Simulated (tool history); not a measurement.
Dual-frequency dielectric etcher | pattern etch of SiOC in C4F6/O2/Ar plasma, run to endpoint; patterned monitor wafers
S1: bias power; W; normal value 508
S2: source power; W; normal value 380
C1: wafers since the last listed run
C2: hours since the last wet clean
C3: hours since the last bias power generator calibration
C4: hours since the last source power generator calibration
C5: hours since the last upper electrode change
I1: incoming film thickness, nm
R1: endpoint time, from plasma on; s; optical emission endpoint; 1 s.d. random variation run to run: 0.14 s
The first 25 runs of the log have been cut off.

run	hour	S1	S2	C1	C2	C3	C4	C5	I1	R1
# hour 1949.6: wet clean of the chamber
26	1992.6	594	460	961	43	105.8	401.4	563	51.5	16.9
27	2069.3	508	380	1061	119.7	182.5	478.1	639.7	52.1	19.2
28	2164.4	438	470	1315	214.8	277.6	573.2	734.8	51.2	18.5
29	2203.7	615	340	543	254.1	316.9	612.5	774.1	51.8	18.1
30	2253.8	407	320	693	304.2	367	662.6	824.2	51.9	21.3
31	2377	446	470	1704	427.4	490.2	785.8	947.4	52	18.2
32	2471.4	508	380	1305	521.8	584.6	880.2	1041.8	51.9	18.5
# hour 2551.4: wet clean of the chamber
33	2551.9	508	380	781	0.5	665.1	960.7	1122.3	51.6	18.9
34	2622.4	385	380	975	71	735.6	1031.2	1192.8	51.7	20.8

Predict each of these 5 candidate next runs independently; none follows another, all start after run 34:
A	2622.8	508	380	5	71.4	736	1031.6	1193.2	51.7	?
B	2622.8	434	430	5	71.4	736	1031.6	1193.2	51.7	?
C	2622.8	404	280	5	71.4	736	1031.6	1193.2	51.7	?
D	2622.8	388	470	5	71.4	736	1031.6	1193.2	51.7	?
E	2622.8	418	460	5	71.4	736	1031.6	1193.2	51.7	?

run	R1
A	19
B	19.4
C	22.5
D	19.6
E	19.3
The same runs, with their run-to-run variation unchanged, on a tool lacking any hidden condition would have given:
run	R1
A	19.2
B	19.6
C	22.8
D	19.9
E	19.5
